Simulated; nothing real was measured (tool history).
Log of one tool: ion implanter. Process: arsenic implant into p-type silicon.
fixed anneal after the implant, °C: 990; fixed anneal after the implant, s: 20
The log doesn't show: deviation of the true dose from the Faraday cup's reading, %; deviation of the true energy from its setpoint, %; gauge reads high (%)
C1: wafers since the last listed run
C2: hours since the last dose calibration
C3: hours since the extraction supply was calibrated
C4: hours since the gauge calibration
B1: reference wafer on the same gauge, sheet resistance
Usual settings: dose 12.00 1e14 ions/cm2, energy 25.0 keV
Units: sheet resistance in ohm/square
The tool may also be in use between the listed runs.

{"run": 1, "hour": 0.0, "dose": 12.0, "energy": 25.0, "C1": 0, "C2": 918.8, "C3": 6796.0, "C4": 68.8, "B1": 112.95, "sheet resistance": 122.6}
{"run": 2, "hour": 10.7, "dose": 12.0, "energy": 25.0, "C1": 160, "C2": 929.5, "C3": 6806.7, "C4": 79.5, "B1": 113.02, "sheet resistance": 122.95}
{"run": 3, "hour": 20.9, "dose": 9.26, "energy": 25.0, "C1": 152, "C2": 939.7, "C3": 6816.9, "C4": 89.7, "B1": 113.0, "sheet resistance": 139.85}
{"run": 4, "hour": 34.1, "dose": 9.26, "energy": 25.0, "C1": 197, "C2": 952.9, "C3": 6830.1, "C4": 102.9, "B1": 113.07, "sheet resistance": 139.65}
{"run": 5, "hour": 44.1, "dose": 12.0, "energy": 25.0, "C1": 149, "C2": 962.9, "C3": 6840.1, "C4": 112.9, "B1": 113.02, "sheet resistance": 122.57}
{"hour": 66.0, "done": "extraction supply calibrated"}
{"run": 6, "hour": 72.1, "dose": 12.0, "energy": 25.0, "C1": 299, "C2": 990.9, "C3": 6.1, "C4": 140.9, "B1": 112.99, "sheet resistance": 122.65}
{"run": 7, "hour": 81.8, "dose": 12.0, "energy": 25.0, "C1": 145, "C2": 1000.6, "C3": 15.8, "C4": 150.6, "B1": 113.02, "sheet resistance": 122.82}
{"hour": 86.1, "done": "gauge calibrated"}
{"run": 8, "hour": 96.4, "dose": 12.0, "energy": 25.0, "C1": 218, "C2": 1015.2, "C3": 30.4, "C4": 10.3, "B1": 112.97, "sheet resistance": 122.73}
{"run": 9, "hour": 111.9, "dose": 15.35, "energy": 33.0, "C1": 231, "C2": 1030.7, "C3": 45.9, "C4": 25.8, "B1": 113.02, "sheet resistance": 101.04}
{"run": 10, "hour": 120.6, "dose": 10.86, "energy": 30.5, "C1": 130, "C2": 1039.4, "C3": 54.6, "C4": 34.5, "B1": 113.0, "sheet resistance": 120.41}
{"run": 11, "hour": 129.2, "dose": 12.0, "energy": 25.0, "C1": 128, "C2": 1048.0, "C3": 63.2, "C4": 43.1, "B1": 113.07, "sheet resistance": 122.68}
{"run": 12, "hour": 142.4, "dose": 13.29, "energy": 18.5, "C1": 197, "C2": 1061.2, "C3": 76.4, "C4": 56.3, "B1": 112.98, "sheet resistance": 132.02}
{"hour": 158.3, "done": "Faraday cup replaced and dose calibrated"}
{"run": 13, "hour": 158.8, "dose": 10.71, "energy": 31.5, "C1": 125, "C2": 0.5, "C3": 92.8, "C4": 72.7, "B1": 113.05, "sheet resistance": 120.59}
{"run": 14, "hour": 163.0, "dose": 10.59, "energy": 25.0, "C1": 62, "C2": 4.7, "C3": 97.0, "C4": 76.9, "B1": 112.95, "sheet resistance": 130.08}
{"run": 15, "hour": 181.0, "dose": 8.92, "energy": 18.0, "C1": 269, "C2": 22.7, "C3": 115.0, "C4": 94.9, "B1": 112.96, "sheet resistance": 155.54}
{"run": 16, "hour": 198.7, "dose": 14.83, "energy": 17.0, "C1": 264, "C2": 40.4, "C3": 132.7, "C4": 112.6, "B1": 112.99, "sheet resistance": 132.01}

5 ways to go on from here, each from the tool as it stands after run 16. What would each give?
{"run": "A", "hour": 199.1, "dose": 9.25, "energy": 25.0, "C1": 5, "C2": 40.8, "C3": 133.1, "C4": 113.0, "B1": "?", "sheet resistance": "?"}
{"run": "B", "hour": 199.1, "dose": 15.01, "energy": 22.0, "C1": 5, "C2": 40.8, "C3": 133.1, "C4": 113.0, "B1": "?", "sheet resistance": "?"}
{"run": "C", "hour": 199.1, "dose": 8.59, "energy": 31.5, "C1": 5, "C2": 40.8, "C3": 133.1, "C4": 113.0, "B1": "?", "sheet resistance": "?"}
{"run": "D", "hour": 199.1, "dose": 12.0, "energy": 21.0, "C1": 5, "C2": 40.8, "C3": 133.1, "C4": 113.0, "B1": "?", "sheet resistance": "?"}
{"run": "E", "hour": 199.1, "dose": 10.67, "energy": 25.0, "C1": 5, "C2": 40.8, "C3": 133.1, "C4": 113.0, "B1": "?", "sheet resistance": "?"}

run=A B1=112.92 sheet_resistance=140.19
run=B B1=112.92 sheet_resistance=119.73
run=C B1=112.92 sheet_resistance=138.08
run=D B1=112.92 sheet_resistance=130.78
run=E B1=112.92 sheet_resistance=129.84
Without the tool's hidden state the same runs would have given:
run=A sheet_resistance=140.19
run=B sheet_resistance=119.73
run=C sheet_resistance=138.08
run=D sheet_resistance=130.78
run=E sheet_resistance=129.84
